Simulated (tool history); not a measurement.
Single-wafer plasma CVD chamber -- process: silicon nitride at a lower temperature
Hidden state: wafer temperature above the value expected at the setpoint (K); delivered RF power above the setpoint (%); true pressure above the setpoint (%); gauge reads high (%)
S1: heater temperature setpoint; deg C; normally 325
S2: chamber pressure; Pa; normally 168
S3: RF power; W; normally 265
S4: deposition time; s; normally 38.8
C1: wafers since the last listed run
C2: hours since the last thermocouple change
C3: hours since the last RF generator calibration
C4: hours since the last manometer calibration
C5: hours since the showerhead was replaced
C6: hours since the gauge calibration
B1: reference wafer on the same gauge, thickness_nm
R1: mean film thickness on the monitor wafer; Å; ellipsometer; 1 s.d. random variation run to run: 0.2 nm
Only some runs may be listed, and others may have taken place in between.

run    hour   S1   S2   S3    S4    C1      C2      C3      C4      C5     C6      B1      R1
  1       0  325  155  265  38.8     0   917.5     644   429.2  7128.3  120.9  32.502  367.39
  2      51  325  155  265  38.8  1453   968.5     695   480.2  7179.3  171.9  32.547  367.13
  3    90.2  322  168  265  38.8  1116  1007.7   734.2   519.4  7218.5  211.1  32.474  378.52
  4   143.2  322  168  265  38.8  1510  1060.7   787.2   572.4  7271.5  264.1  32.524  373.94
  5   213.7  322  168  265  38.8  2008  1131.2   857.7   642.9    7342  334.6  32.504  378.32
  6   255.4  325  168  265  38.8  1188  1172.9   899.4   684.6  7383.7  376.3  32.515  376.85
  7   281.7  325  168  265  38.8   749  1199.2   925.7   710.9    7410  402.6  32.511  377.98
  8   350.9  325  168  265  38.8  1971  1268.4   994.9   780.1  7479.2  471.8    32.5   376.3
      363.7  -- thermocouple changed; heater temperature recalibrated
  9   418.3  325  168  265  38.8  1692    54.6  1062.3   847.5  7546.6  539.2  32.481  378.39
 10   450.4  325  208  265  32.3   914    86.7  1094.4   879.6  7578.7  571.3   32.52  336.48
      503.9  -- RF generator calibrated
      562.9  -- showerhead replaced
 11   591.1  325  168  265  38.8  3553   227.4    87.2  1020.3    28.2    712  32.505  397.95
      618.1  -- gauge calibrated
 12   696.1  325  201  300  42.6  2991   332.4   192.2  1125.3   133.2     78  32.471  514.56
 13     751  325  168  265  43.5  1564   387.3   247.1  1180.2   188.1  132.9   32.54  446.71
      776.4  -- capacitance manometer re-zeroed and calibrated
 14     779  325  168  265  38.8   569   415.3   275.1     2.6   216.1  160.9  32.466  384.57
 15   822.4  311  168  265  38.8  1236   458.7   318.5      46   259.5  204.3  32.491  387.43
 16     893  325  168  265  38.8  2011   529.3   389.1   116.6   330.1  274.9  32.502  379.88
 17   949.4  332  168  310  38.8  1607   585.7   445.5     173   386.5  331.3  32.519  442.43
 18   995.4  312  168  300  34.9  1310   631.7   491.5     219   432.5  377.3  32.511  386.62
 19  1022.8  317  201  265  38.8   780   659.1   518.9   246.4   459.9  404.7  32.506  407.03

3 options for the next run, each taken on its own from the tool as it stands now. Forecast them:
  A  1023.2  325  136  265  38.8  11  659.5  519.3  246.8  460.3  405.1   ?   ?
  B  1023.2  330  168  265  44.1  11  659.5  519.3  246.8  460.3  405.1   ?   ?
  C  1023.2  331  168  265  38.8  11  659.5  519.3  246.8  460.3  405.1   ?   ?

run      B1      R1
  A  32.533  352.05
  B  32.533  433.78
  C  32.533  381.63
The same runs, with their run-to-run variation unchanged, on a tool lacking any hidden condition would have given:
run      R1
  A  358.98
  B  442.42
  C  389.23
